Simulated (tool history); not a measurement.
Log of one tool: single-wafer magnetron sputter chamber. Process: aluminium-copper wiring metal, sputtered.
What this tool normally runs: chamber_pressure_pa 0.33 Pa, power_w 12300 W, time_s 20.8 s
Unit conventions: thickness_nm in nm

run,hour,chamber_pressure_pa,power_w,time_s,"read-back reference wafer on the same gauge, thickness_nm",thickness_nm
1,0,0.33,12950,20.8,493.065,469.95
2,83.7,0.33,12950,20.8,492.973,471.26
3,190.7,0.33,12950,20.8,493.181,470.706
4,284,0.248,12300,20.8,492.719,471.481
# hour 320.7: sputter target and shields replaced
5,325,0.248,12300,20.8,493.101,471.769
6,425.3,0.248,12300,20.8,492.935,470.914
7,464.5,0.33,12300,20.8,492.712,449.372
# hour 508.3: capacitance manometer re-zeroed and calibrated
8,541.8,0.33,12300,20.8,493.008,447.701
9,618.2,0.33,12300,20.8,492.982,447.248
10,715.3,0.33,12300,20.8,492.956,448.114
# hour 783.5: sputter target and shields replaced
11,785.5,0.33,12300,20.8,492.9,448.08
12,856.3,0.33,12300,20.8,492.954,448.017
13,961,0.33,12300,20.8,492.895,447.151
14,1018.5,0.33,12300,20.8,492.995,446.186
15,1101.7,0.33,12300,20.8,492.658,448.928
16,1142.8,0.389,12300,20.8,493.001,431.515
17,1209.1,0.33,12300,20.8,492.932,448.966
# hour 1218.3: sputter target and shields replaced
18,1270.1,0.33,12300,20.8,492.912,447.271
19,1311.3,0.33,13400,20.8,493.061,488.278
20,1402.7,0.33,9650,18.1,493.118,304.686
21,1441.3,0.442,14000,20.8,493.124,474.587
22,1493.3,0.412,12300,20.8,492.855,423.611
23,1582.1,0.33,12300,20.8,492.972,445.978
# hour 1615.1: magnet pack replaced
# hour 1720.8: capacitance manometer re-zeroed and calibrated
# hour 1726.2: sputter target and shields replaced
24,1726.7,0.33,14150,22.1,493.033,546.81
# hour 1740.4: gauge calibrated
25,1775.6,0.33,14150,22.1,493.093,545.861
26,1815.5,0.426,12300,23.3,493.097,470.971
27,1876.6,0.449,14500,20.8,492.776,488.067
28,1961.7,0.421,15350,23.4,492.984,593.068
29,1998.5,0.421,12300,20.8,493.301,422.156
30,2082.8,0.33,13250,17.6,492.836,407.668
31,2143.5,0.33,14700,22.1,492.923,568.367
# hour 2210.7: sputter target and shields replaced
32,2243.3,0.33,14400,22.1,493.07,556.222
33,2352.2,0.33,12300,20.8,492.935,447.113
34,2446.8,0.365,12300,22.5,493.08,473.655

Exercise: give the hidden state of the tool at every run:
deposition rate above that of a new target (%): 0 across all the runs
true argon pressure above the setpoint (%): 0 across all the runs
gauge reads high (%): 0 across all the runs
